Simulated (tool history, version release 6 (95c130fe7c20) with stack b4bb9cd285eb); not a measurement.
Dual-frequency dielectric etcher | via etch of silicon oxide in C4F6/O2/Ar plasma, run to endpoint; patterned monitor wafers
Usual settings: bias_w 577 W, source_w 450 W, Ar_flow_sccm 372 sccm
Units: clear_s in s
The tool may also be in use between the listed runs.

| run | hour | bias_w | source_w | Ar_flow_sccm | wafers since the last listed run | hours since the last wet clean | hours since the last bias power generator calibration | hours since the last source power generator calibration | hours since the last Ar flow controller change | hours since the last upper electrode change | incoming incoming film thickness, nm | clear_s |
|---|---|---|---|---|---|---|---|---|---|---|---|---|
| 1 | 0.0 | 577 | 450 | 372 | 0 | 379.9 | 1520.3 | 2423.9 | 1288.5 | 1400.0 | 183.2 | 37.8 |
| 2 | 24.1 | 577 | 450 | 372 | 284 | 404.0 | 1544.4 | 2448.0 | 1312.6 | 1424.1 | 182.6 | 37.9 |
| 3 | 55.7 | 577 | 450 | 372 | 373 | 435.6 | 1576.0 | 2479.6 | 1344.2 | 1455.7 | 182.3 | 37.5 |
| 4 | 88.0 | 577 | 450 | 372 | 381 | 467.9 | 1608.3 | 2511.9 | 1376.5 | 1488.0 | 183.0 | 37.8 |
| 5 | 121.5 | 577 | 450 | 372 | 395 | 501.4 | 1641.8 | 2545.4 | 1410.0 | 1521.5 | 180.1 | 37.1 |
| 6 | 148.9 | 577 | 450 | 372 | 323 | 528.8 | 1669.2 | 2572.8 | 1437.4 | 1548.9 | 182.0 | 37.4 |
| 7 | 172.9 | 577 | 450 | 372 | 283 | 552.8 | 1693.2 | 2596.8 | 1461.4 | 1572.9 | 180.7 | 37.2 |
| 8 | 187.2 | 577 | 450 | 372 | 168 | 567.1 | 1707.5 | 2611.1 | 1475.7 | 1587.2 | 180.3 | 36.9 |
| 9 | 202.8 | 577 | 390 | 372 | 184 | 582.7 | 1723.1 | 2626.7 | 1491.3 | 1602.8 | 182.4 | 39.8 |
| 10 | 220.4 | 577 | 390 | 372 | 207 | 600.3 | 1740.7 | 2644.3 | 1508.9 | 1620.4 | 184.1 | 40.1 |
| 11 | 235.1 | 577 | 390 | 372 | 173 | 615.0 | 1755.4 | 2659.0 | 1523.6 | 1635.1 | 184.2 | 40.1 |
| 12 | 262.1 | 577 | 430 | 372 | 318 | 642.0 | 1782.4 | 2686.0 | 1550.6 | 1662.1 | 182.4 | 38.0 |
|  | 296.2 | wet clean of the chamber |
| 13 | 296.7 | 577 | 480 | 372 | 125 | 0.5 | 1817.0 | 2720.6 | 1585.2 | 1696.7 | 182.3 | 37.1 |
| 14 | 372.2 | 669 | 350 | 348 | 891 | 76.0 | 1892.5 | 2796.1 | 1660.7 | 1772.2 | 182.6 | 40.3 |
| 15 | 425.4 | 577 | 350 | 421 | 628 | 129.2 | 1945.7 | 2849.3 | 1713.9 | 1825.4 | 182.9 | 43.2 |
|  | 448.8 | bias power generator calibrated |
| 16 | 449.3 | 577 | 390 | 372 | 234 | 153.1 | 0.5 | 2873.2 | 1737.8 | 1849.3 | 183.9 | 41.0 |
| 17 | 472.7 | 577 | 450 | 372 | 276 | 176.5 | 23.9 | 2896.6 | 1761.2 | 1872.7 | 182.1 | 38.0 |
|  | 509.9 | upper electrode replaced |
| 18 | 510.4 | 637 | 530 | 372 | 161 | 214.2 | 61.6 | 2934.3 | 1798.9 | 0.5 | 184.6 | 35.1 |
| 19 | 525.1 | 646 | 450 | 372 | 173 | 228.9 | 76.3 | 2949.0 | 1813.6 | 15.2 | 182.2 | 36.6 |
| 20 | 547.7 | 651 | 450 | 372 | 266 | 251.5 | 98.9 | 2971.6 | 1836.2 | 37.8 | 182.7 | 36.9 |
|  | 565.8 | Ar flow controller replaced |
|  | 566.7 | source power generator calibrated |
| 21 | 567.2 | 577 | 450 | 372 | 147 | 271.0 | 118.4 | 0.5 | 1.4 | 57.3 | 182.6 | 38.0 |
| 22 | 577.0 | 577 | 360 | 303 | 115 | 280.8 | 128.2 | 10.3 | 11.2 | 67.1 | 183.7 | 40.9 |
| 23 | 607.6 | 652 | 560 | 398 | 361 | 311.4 | 158.8 | 40.9 | 41.8 | 97.7 | 184.8 | 33.9 |
| 24 | 632.6 | 507 | 390 | 327 | 295 | 336.4 | 183.8 | 65.9 | 66.8 | 122.7 | 182.5 | 41.3 |
| 25 | 668.0 | 577 | 450 | 372 | 417 | 371.8 | 219.2 | 101.3 | 102.2 | 158.1 | 182.4 | 37.8 |
| 26 | 701.6 | 445 | 450 | 372 | 396 | 405.4 | 252.8 | 134.9 | 135.8 | 191.7 | 181.5 | 40.4 |
| 27 | 732.0 | 577 | 450 | 372 | 358 | 435.8 | 283.2 | 165.3 | 166.2 | 222.1 | 184.9 | 38.2 |

How the hidden state differs across the entries between the runs, from the last listed run before each to the first after it:
Between runs 12 and 13: wet clean of the chamber (hour 296.2)
  etch rate over this chamber's usual, %: 2.61 -> -0.0419
  measured less the result without the state, clear_s: -1.0 -> +0.0 s
Between runs 15 and 16: bias power generator calibrated (hour 448.8)
  etch rate over this chamber's usual, %: 0.466 -> 0.561
  measured less the result without the state, clear_s: -0.2 -> -0.3 s
Between runs 17 and 18: upper electrode replaced (hour 509.9)
  etch rate over this chamber's usual, %: 0.653 -> 0.802
  measured less the result without the state, clear_s: -0.2 -> -0.3 s
Between runs 20 and 21: Ar flow controller replaced (hour 565.8); source power generator calibrated (hour 566.7)
  etch rate over this chamber's usual, %: 0.949 -> 1.03
  measured less the result without the state, clear_s: -0.3 -> -0.3 s
